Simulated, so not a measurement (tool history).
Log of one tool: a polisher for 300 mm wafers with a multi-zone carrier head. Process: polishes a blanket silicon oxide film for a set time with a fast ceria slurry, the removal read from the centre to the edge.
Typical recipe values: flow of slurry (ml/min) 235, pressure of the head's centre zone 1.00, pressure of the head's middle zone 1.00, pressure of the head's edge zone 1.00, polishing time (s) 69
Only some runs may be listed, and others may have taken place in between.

run   hour  flow of slurry (ml/min)  pressure of the head's centre zone  pressure of the head's middle zone  pressure of the head's edge zone  polishing time (s)  wafers since the last listed run  wafers polished on this pad  hours since the slurry nozzle was cleaned  hours since the centre zone pressure was calibrated  hours since the edge zone pressure was calibrated  hours since the carrier head's membrane was replaced  incoming thickness of the incoming film, nm  film removed at the wafer's centre (angstrom)  film removed at mid-radius (angstrom)  film removed at the wafer's edge (angstrom)
  1    0.0                      235                                1.00                                1.00                              1.00                  69                                 0                           45                                      303.1                                                895.2                                              308.9                                                1155.4                                       2676.9                                          10829                                  10229                                        10706
  2    8.1                      235                                1.00                                1.00                              1.00                  62                                46                           92                                      311.2                                                903.3                                              317.0                                                1163.5                                       2689.8                                           9622                                   9392                                         9663
  3   25.9                      235                                1.00                                1.00                              1.00                  62                               102                          195                                      329.0                                                921.1                                              334.8                                                1181.3                                       2699.0                                           9707                                   9094                                         9698
  4   35.3                      235                                1.00                                1.00                              1.00                  62                                54                          249                                      338.4                                                930.5                                              344.2                                                1190.7                                       2725.8                                           9593                                   9292                                         9695
  5   47.9                      235                                1.00                                1.00                              1.00                  69                                72                          322                                      351.0                                                943.1                                              356.8                                                1203.3                                       2664.4                                          10616                                  10651                                        10807
  6   57.9                      235                                1.00                                1.00                              1.00                  69                                57                          380                                      361.0                                                953.1                                              366.8                                                1213.3                                       2658.9                                          10783                                  10282                                        10491
  7   72.0                      235                                1.00                                1.00                              1.00                  69                                81                          461                                      375.1                                                967.2                                              380.9                                                1227.4                                       2731.0                                          10830                                  10217                                        10842
  8   78.9                      235                                1.00                                1.00                              1.00                  69                                39                          501                                      382.0                                                974.1                                              387.8                                                1234.3                                       2710.3                                          10766                                   9971                                        10455
  9   93.3                      235                                1.00                                1.00                              1.00                  69                                83                          584                                      396.4                                                988.5                                              402.2                                                1248.7                                       2668.3                                          10707                                  10285                                        10714
 10  110.6                      235                                1.00                                1.00                              1.00                  69                                99                          684                                      413.7                                               1005.8                                              419.5                                                1266.0                                       2708.4                                          10469                                  10234                                        10290
     113.7  -- centre zone pressure recalibrated
     120.2  -- worn pad replaced by a new one
 11  120.7                      235                                1.00                                1.00                              1.11                  60                                23                            2                                      423.8                                                  7.0                                              429.6                                                1276.1                                       2649.7                                           9359                                   9002                                         9563
 12  136.1                      235                                1.00                                1.00                              1.00                  69                                88                           91                                      439.2                                                 22.4                                              445.0                                                1291.5                                       2727.9                                          10869                                  10670                                        10817
 13  184.1                      190                                1.00                                1.07                              0.91                  79                               277                          369                                      487.2                                                 70.4                                              493.0                                                1339.5                                       2666.7                                          11930                                  12344                                        11831
 14  199.3                      235                                1.00                                1.00                              0.96                  69                                87                          457                                      502.4                                                 85.6                                              508.2                                                1354.7                                       2703.1                                          10825                                  10016                                        10499
 15  216.8                      235                                1.00                                1.00                              1.00                  62                               101                          558                                      519.9                                                103.1                                              525.7                                                1372.2                                       2673.5                                           9411                                   9208                                         9453
     223.1  -- slurry nozzle cleaned
 16  231.2                      235                                1.00                                1.00                              1.00                  69                                77                          635                                        8.1                                                117.5                                              540.1                                                1386.6                                       2687.1                                          10459                                  10011                                        10502
     236.5  -- carrier head's membrane replaced by a new one
     247.7  -- edge zone pressure recalibrated
 17  248.2                      235                                1.00                                1.00                              1.00                  69                                57                          693                                       25.1                                                134.5                                                0.5                                                  11.7                                       2756.9                                          10656                                   9828                                        10345
 18  260.2                      160                                1.00                                0.96                              0.93                  45                                69                          762                                       37.1                                                146.5                                               12.5                                                  23.7                                       2697.3                                           6527                                   6060                                         6270
 19  272.3                      235                                0.95                                1.08                              0.96                  69                                69                          832                                       49.2                                                158.6                                               24.6                                                  35.8                                       2738.3                                           9649                                  10403                                         9942
     284.7  -- worn pad replaced by a new one
 20  286.4                      235                                1.00                                1.00                              1.00                  69                                58                            9                                       63.3                                                172.7                                               38.7                                                  49.9                                       2715.3                                          10688                                  10733                                        10843
 21  301.7                      235                                1.00                                1.00                              1.10                  75                                88                           98                                       78.6                                                188.0                                               54.0                                                  65.2                                       2678.6                                          11949                                  11320                                        11872
 22  314.6                      235                                0.95                                1.07                              0.95                  57                                74                          172                                       91.5                                                200.9                                               66.9                                                  78.1                                       2750.8                                           8575                                   9096                                         8739

Alternative continuations, all from the tool just after run 22; predict every row:
  A  315.1                      280                                1.00                                1.00                              1.00                  69                                 2                          175                                       92.0                                                201.4                                               67.4                                                  78.6                                       2756.1                                              ?                                      ?                                            ?
  B  315.1                      235                                0.94                                1.00                              1.03                  69                                 2                          175                                       92.0                                                201.4                                               67.4                                                  78.6                                       2756.1                                              ?                                      ?                                            ?
  C  315.1                      190                                1.00                                0.96                              1.00                  69                                 2                          175                                       92.0                                                201.4                                               67.4                                                  78.6                                       2756.1                                              ?                                      ?                                            ?
  D  315.1                      235                                1.06                                1.00                              1.00                  69                                 2                          175                                       92.0                                                201.4                                               67.4                                                  78.6                                       2756.1                                              ?                                      ?                                            ?

run  film removed at the wafer's centre (angstrom)  film removed at mid-radius (angstrom)  film removed at the wafer's edge (angstrom)
  A                                          10943                                  10749                                        10897
  B                                          10073                                  10557                                        10849
  C                                          10411                                   9936                                        10548
  D                                          11370                                  10551                                        10748
The same runs, with their run-to-run variation unchanged, on a tool lacking any hidden condition would have given:
run  film removed at the wafer's centre (angstrom)  film removed at mid-radius (angstrom)  film removed at the wafer's edge (angstrom)
  A                                          10995                                  10800                                        10949
  B                                          10121                                  10607                                        10901
  C                                          10460                                   9983                                        10598
  D                                          11424                                  10601                                        10799

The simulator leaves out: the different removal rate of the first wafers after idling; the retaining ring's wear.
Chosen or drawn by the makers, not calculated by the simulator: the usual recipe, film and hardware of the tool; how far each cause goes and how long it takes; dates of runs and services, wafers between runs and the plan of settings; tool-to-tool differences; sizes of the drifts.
